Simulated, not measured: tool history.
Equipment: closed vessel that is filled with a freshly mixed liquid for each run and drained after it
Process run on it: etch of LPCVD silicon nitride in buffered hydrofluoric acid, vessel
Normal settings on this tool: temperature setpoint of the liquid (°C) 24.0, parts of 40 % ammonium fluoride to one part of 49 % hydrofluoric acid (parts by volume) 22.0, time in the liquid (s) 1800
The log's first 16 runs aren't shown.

run    hour  temperature setpoint of the liquid (°C)  parts of 40 % ammonium fluoride to one part of 49 % hydrofluoric acid (parts by volume)  time in the liquid (s)  read-back film thickness of the LPCVD silicon nitride reference wafer, read on the same gauge (nm)  thickness taken off the LPCVD silicon nitride on a monitor wafer (nm)
 17  1155.4                                     24.0                                                                                     25.0                    1040                                                                                              110.03                                                                   6.30
     1229.9  -- hydrofluoric acid flow meter replaced
 18  1236.5                                     24.0                                                                                     30.0                    2790                                                                                              110.04                                                                  14.58
 19  1310.3                                     22.0                                                                                     26.5                    2505                                                                                              109.98                                                                  12.88
 20  1389.3                                     24.0                                                                                     22.0                    1800                                                                                              110.02                                                                  11.70
 21  1454.6                                     28.5                                                                                     28.0                    1215                                                                                              110.01                                                                   8.56
     1483.3  -- thermometer replaced
 22  1502.4                                     19.0                                                                                     28.0                    1800                                                                                              110.01                                                                   7.52
 23  1600.2                                     24.0                                                                                     25.5                    1800                                                                                              109.98                                                                  10.67
 24  1679.5                                     24.0                                                                                     22.0                    1800                                                                                              110.02                                                                  11.93
 25  1767.8                                     21.5                                                                                     29.0                     830                                                                                              110.05                                                                   3.88
 26  1844.1                                     19.0                                                                                     22.0                    1800                                                                                              110.05                                                                   8.96
 27  1885.2                                     26.5                                                                                     22.0                    1800                                                                                              109.99                                                                  13.41
 28  1938.5                                     27.5                                                                                     26.5                    1800                                                                                              110.01                                                                  12.39
 29  1981.0                                     24.0                                                                                     19.5                    2870                                                                                              110.04                                                                  20.30
 30  2072.9                                     22.5                                                                                     22.0                    2485                                                                                              110.01                                                                  14.79
 31  2145.3                                     28.0                                                                                     17.5                    2655                                                                                              110.02                                                                  26.58
     2165.2  -- hydrofluoric acid flow meter replaced
 32  2234.2                                     24.0                                                                                     15.0                    1365                                                                                              109.96                                                                  12.64
 33  2320.1                                     27.5                                                                                     25.0                    1800                                                                                              109.99                                                                  12.99

Branching from run 33: 3 alternative next runs. What would each branch give?
  A  2321.3                                     24.0                                                                                     22.0                    1800                                                                                                   ?                                                                      ?
  B  2321.3                                     20.0                                                                                     27.5                    1800                                                                                                   ?                                                                      ?
  C  2321.3                                     20.0                                                                                     22.0                    1800                                                                                                   ?                                                                      ?

run  read-back film thickness of the LPCVD silicon nitride reference wafer, read on the same gauge (nm)  thickness taken off the LPCVD silicon nitride on a monitor wafer (nm)
  A                                                                                              109.96                                                                  11.65
  B                                                                                              109.96                                                                   8.00
  C                                                                                              109.96                                                                   9.33
Stripped of hidden state, with their random variation kept, the same runs would have yielded:
run  thickness taken off the LPCVD silicon nitride on a monitor wafer (nm)
  A                                                                  11.65
  B                                                                   8.00
  C                                                                   9.33

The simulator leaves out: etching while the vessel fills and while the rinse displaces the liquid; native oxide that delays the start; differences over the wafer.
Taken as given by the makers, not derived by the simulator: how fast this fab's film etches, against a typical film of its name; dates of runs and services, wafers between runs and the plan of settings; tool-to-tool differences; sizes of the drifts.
